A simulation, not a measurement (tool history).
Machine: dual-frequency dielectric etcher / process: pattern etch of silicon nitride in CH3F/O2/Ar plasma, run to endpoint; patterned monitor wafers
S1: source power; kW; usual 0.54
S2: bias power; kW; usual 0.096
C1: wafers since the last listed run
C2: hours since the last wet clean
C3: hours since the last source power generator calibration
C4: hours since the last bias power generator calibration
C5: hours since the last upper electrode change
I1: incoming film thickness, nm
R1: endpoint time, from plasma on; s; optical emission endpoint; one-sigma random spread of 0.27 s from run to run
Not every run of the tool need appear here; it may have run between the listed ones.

run,day,S1,S2,C1,C2,C3,C4,C5,I1,R1
1,0,0.54,0.112,0,169.2,2755.2,1987.4,5123.4,53.4,55.1
2,0.638,0.54,0.112,240,184.5,2770.5,2002.7,5138.7,52.8,54.4
3,0.954,0.54,0.112,119,192.1,2778.1,2010.3,5146.3,53.8,56
4,1.433,0.64,0.102,180,203.6,2789.6,2021.8,5157.8,52.9,53.2
5,2.179,0.64,0.102,281,221.5,2807.5,2039.7,5175.7,53.6,54
6,2.738,0.64,0.102,210,234.9,2820.9,2053.1,5189.1,53.8,53.8
7,3.071,0.58,0.096,125,242.9,2828.9,2061.1,5197.1,53.8,57.9
8,3.367,0.58,0.096,111,250,2836,2068.2,5204.2,53.8,57.6
9,3.833,0.58,0.096,176,261.2,2847.2,2079.4,5215.4,54.2,58.7
10,4.317,0.54,0.079,182,272.8,2858.8,2091,5227,53.6,62.9
11,4.6,0.54,0.079,106,279.6,2865.6,2097.8,5233.8,53.5,62.7
# day 4.829: bias power generator calibrated
12,4.983,0.54,0.079,81,288.8,2874.8,3.7,5243,53.4,62.6
13,5.517,0.54,0.106,201,301.6,2887.6,16.5,5255.8,53.6,57.9
14,5.975,0.54,0.096,173,312.6,2898.6,27.5,5266.8,53.4,59.2
15,6.321,0.54,0.096,130,320.9,2906.9,35.8,5275.1,53.2,59.3
16,6.592,0.54,0.096,102,327.4,2913.4,42.3,5281.6,53.4,59.6
17,7.062,0.54,0.096,177,338.7,2924.7,53.6,5292.9,53.4,60.1
18,7.317,0.54,0.096,95,344.8,2930.8,59.7,5299,53.4,59.5
19,7.767,0.66,0.096,169,355.6,2941.6,70.5,5309.8,52.6,54
20,8.208,0.68,0.074,166,366.2,2952.2,81.1,5320.4,53.9,59.3
# day 8.892: source power generator calibrated
# day 9.508: upper electrode replaced
21,9.529,0.64,0.108,203,397.9,15.3,112.8,0.5,53.6,54.2
22,9.542,0.49,0.088,4,398.2,15.6,113.1,0.8,53,64.1
23,9.571,0.63,0.072,11,398.9,16.3,113.8,1.5,52.5,60.5
24,10.033,0.62,0.12,174,410,27.4,124.9,12.6,53.4,53
25,10.758,0.43,0.102,273,427.4,44.8,142.3,30,53.5,64.7
# day 11.8: wet clean of the chamber
26,11.821,0.6,0.086,23,0.5,70.3,167.8,55.5,53.4,56.4
27,11.833,0.54,0.096,4,0.8,70.6,168.1,55.8,53.2,56.9
28,12.204,0.44,0.112,139,9.7,79.5,177,64.7,53.7,59.4
29,12.596,0.49,0.11,147,19.1,88.9,186.4,74.1,53.6,56.8
30,13.271,0.45,0.096,254,35.3,105.1,202.6,90.3,54.2,63
31,13.896,0.49,0.102,235,50.3,120.1,217.6,105.3,53.4,59.3
32,14.479,0.54,0.096,220,64.3,134.1,231.6,119.3,53.6,57.7
33,14.812,0.54,0.107,125,72.3,142.1,239.6,127.3,53.3,55.7
34,15.062,0.64,0.089,94,78.3,148.1,245.6,133.3,53.5,54.6
35,15.342,0.5,0.116,105,85,154.8,252.3,140,53.5,55.8
36,15.683,0.63,0.072,128,93.2,163,260.5,148.2,53.3,58.8

Describe how what the log doesn't record of the tool's condition differs between the last listed run preceding each entry between runs and the first listed run following it.
From run 11 to run 12: bias power generator calibrated (day 4.829)
  etch rate over this chamber's usual, %: -3.7 -> -3.81
  measured value less the no-hidden-state value, R1: +2.3 -> +2.4 s
From run 20 to run 21: source power generator calibrated (day 8.892); upper electrode replaced (day 9.508)
  etch rate over this chamber's usual, %: -4.71 -> -5.08
  measured value less the no-hidden-state value, R1: +2.8 -> +2.7 s
From run 25 to run 26: wet clean of the chamber (day 11.8)
  etch rate over this chamber's usual, %: -5.42 -> -0.25
  measured value less the no-hidden-state value, R1: +3.5 -> +0.1 s

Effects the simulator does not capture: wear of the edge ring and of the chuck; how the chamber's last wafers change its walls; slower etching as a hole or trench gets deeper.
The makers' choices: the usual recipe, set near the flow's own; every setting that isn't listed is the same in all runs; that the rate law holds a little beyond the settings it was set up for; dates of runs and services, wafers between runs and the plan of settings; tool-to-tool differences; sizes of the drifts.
